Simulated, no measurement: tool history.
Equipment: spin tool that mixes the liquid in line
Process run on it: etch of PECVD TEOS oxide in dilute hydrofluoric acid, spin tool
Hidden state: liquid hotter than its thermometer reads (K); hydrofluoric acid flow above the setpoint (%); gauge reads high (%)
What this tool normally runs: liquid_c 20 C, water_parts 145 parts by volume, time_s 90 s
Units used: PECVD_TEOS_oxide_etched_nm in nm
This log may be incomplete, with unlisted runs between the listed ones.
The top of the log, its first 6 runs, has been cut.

run,hour,liquid_c,water_parts,time_s,wafers since the last listed run,hours since the thermometer was replaced,hours since the hydrofluoric acid flow meter was replaced,hours since the gauge calibration,"read-back film thickness of the PECVD TEOS oxide reference wafer, read on the same gauge (nm)",PECVD_TEOS_oxide_etched_nm
7,114.4,20,190,90,93,2567.3,1797.3,506.3,69.98,10.21
8,129.8,20,190,90,105,2582.7,1812.7,521.7,70.02,10.21
9,138.7,20,145,60,60,2591.6,1821.6,530.6,70.01,9.34
10,154.9,20,145,60,110,2607.8,1837.8,546.8,70,9.32
# hour 187.4: thermometer replaced
11,192.5,20,145,60,250,5.1,1875.4,584.4,70,8.47
12,203.9,20,145,90,77,16.5,1886.8,595.8,69.96,12.7
13,221.5,20,145,90,120,34.1,1904.4,613.4,70.01,12.8
14,233,20,145,105,78,45.6,1915.9,624.9,70.03,14.9
15,241,23,165,65,54,53.6,1923.9,632.9,70.01,8.99
16,250.3,20,115,90,63,62.9,1933.2,642.2,70,16.58
17,265.6,20,115,90,104,78.2,1948.5,657.5,70,16.65
# hour 272.9: hydrofluoric acid flow meter replaced
18,274.4,20,145,90,53,87,1.5,666.3,70.01,11.09
# hour 278.1: gauge calibrated
19,288.2,24.5,145,90,94,100.8,15.3,10.1,69.97,13.35
20,306.2,24.5,90,35,123,118.8,33.3,28.1,70,8.95
21,320.9,22,145,115,100,133.5,48,42.8,70.01,15.59
22,336.7,18,145,90,108,149.3,63.8,58.6,70.01,10.42
23,348.8,17,185,75,82,161.4,75.9,70.7,69.98,6.31
24,354.8,20,90,115,41,167.4,81.9,76.7,70.01,24.65
25,365.3,21.5,80,55,71,177.9,92.4,87.2,70.01,14.29
26,376,18,75,90,73,188.6,103.1,97.9,69.99,21.81
27,392.8,20,90,135,114,205.4,119.9,114.7,69.99,29.05
28,404.4,20,145,90,79,217,131.5,126.3,70.02,11.34
29,417.1,17,170,105,86,229.7,144.2,139,70,9.85

Forecast run 30:
30,424.8,17.5,145,70,52,237.4,151.9,146.7,?,?

{"run 30": {"read-back film thickness of the PECVD TEOS oxide reference wafer, read on the same gauge (nm)": 69.99, "PECVD_TEOS_oxide_etched_nm": 7.99}}
Without the tool's hidden state the same run would have given PECVD_TEOS_oxide_etched_nm 7.61 nm.

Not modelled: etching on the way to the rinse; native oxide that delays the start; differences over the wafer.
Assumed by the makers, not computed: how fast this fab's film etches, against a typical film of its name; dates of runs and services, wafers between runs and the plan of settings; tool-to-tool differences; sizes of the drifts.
